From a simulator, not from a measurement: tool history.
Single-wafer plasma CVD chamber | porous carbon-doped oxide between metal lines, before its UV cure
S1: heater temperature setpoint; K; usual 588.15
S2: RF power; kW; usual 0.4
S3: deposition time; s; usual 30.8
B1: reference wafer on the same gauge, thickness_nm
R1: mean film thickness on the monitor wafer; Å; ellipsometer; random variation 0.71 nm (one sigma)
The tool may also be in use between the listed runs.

{"run": 1, "hour": 0.0, "S1": 588.15, "S2": 0.44, "S3": 30.8, "B1": 128.463, "R1": 1362.91}
{"run": 2, "hour": 37.9, "S1": 588.15, "S2": 0.44, "S3": 30.8, "B1": 128.395, "R1": 1362.96}
{"run": 3, "hour": 100.8, "S1": 588.15, "S2": 0.44, "S3": 30.8, "B1": 128.078, "R1": 1353.82}
{"run": 4, "hour": 139.9, "S1": 588.15, "S2": 0.4, "S3": 30.8, "B1": 128.377, "R1": 1232.04}
{"run": 5, "hour": 204.7, "S1": 588.15, "S2": 0.4, "S3": 30.8, "B1": 127.83, "R1": 1247.28}
{"run": 6, "hour": 246.9, "S1": 588.15, "S2": 0.4, "S3": 30.8, "B1": 127.541, "R1": 1237.52}
{"run": 7, "hour": 334.4, "S1": 588.15, "S2": 0.4, "S3": 28.2, "B1": 126.982, "R1": 1129.83}
{"run": 8, "hour": 393.8, "S1": 598.15, "S2": 0.4, "S3": 30.8, "B1": 126.659, "R1": 1177}
{"hour": 501.4, "done": "showerhead replaced"}
{"run": 9, "hour": 501.9, "S1": 598.15, "S2": 0.4, "S3": 30.8, "B1": 125.798, "R1": 1167.38}
{"run": 10, "hour": 543.2, "S1": 584.15, "S2": 0.36, "S3": 26.2, "B1": 125.593, "R1": 953.99}
{"hour": 620.7, "done": "gauge calibrated"}
{"run": 11, "hour": 637.3, "S1": 584.15, "S2": 0.36, "S3": 26.2, "B1": 128.736, "R1": 977.58}
{"run": 12, "hour": 722.0, "S1": 588.15, "S2": 0.4, "S3": 35.3, "B1": 128.396, "R1": 1422.51}
{"hour": 743.7, "done": "RF generator calibrated"}
{"run": 13, "hour": 786.9, "S1": 588.15, "S2": 0.435, "S3": 30.8, "B1": 128.188, "R1": 1339.52}
{"run": 14, "hour": 854.8, "S1": 588.15, "S2": 0.4, "S3": 33.3, "B1": 128.055, "R1": 1329.56}
{"hour": 880.7, "done": "thermocouple changed; heater temperature recalibrated"}
{"run": 15, "hour": 951.2, "S1": 588.15, "S2": 0.4, "S3": 30.8, "B1": 127.595, "R1": 1246.14}
{"run": 16, "hour": 1018.7, "S1": 594.15, "S2": 0.4, "S3": 30.8, "B1": 127.221, "R1": 1191.65}
{"run": 17, "hour": 1108.1, "S1": 588.15, "S2": 0.37, "S3": 30.8, "B1": 126.661, "R1": 1132.36}
{"run": 18, "hour": 1173.1, "S1": 588.15, "S2": 0.4, "S3": 30.8, "B1": 126.354, "R1": 1214.79}
{"run": 19, "hour": 1252.1, "S1": 588.15, "S2": 0.34, "S3": 30.8, "B1": 125.896, "R1": 1033.84}

4 ways to go on from here, each from the tool as it stands after run 19. What would each give?
{"run": "A", "hour": 1252.5, "S1": 588.15, "S2": 0.4, "S3": 30.8, "B1": "?", "R1": "?"}
{"run": "B", "hour": 1252.5, "S1": 578.15, "S2": 0.37, "S3": 26.2, "B1": "?", "R1": "?"}
{"run": "C", "hour": 1252.5, "S1": 588.15, "S2": 0.43, "S3": 30.8, "B1": "?", "R1": "?"}
{"run": "D", "hour": 1252.5, "S1": 602.15, "S2": 0.4, "S3": 28, "B1": "?", "R1": "?"}

run=A B1=125.713 R1=1207.67
run=B B1=125.713 R1=1004.03
run=C B1=125.713 R1=1293.77
run=D B1=125.713 R1=1032.25
Without the tool's hidden state the same runs would have given:
run=A R1=1230.04
run=B R1=1022.62
run=C R1=1317.73
run=D R1=1051.36
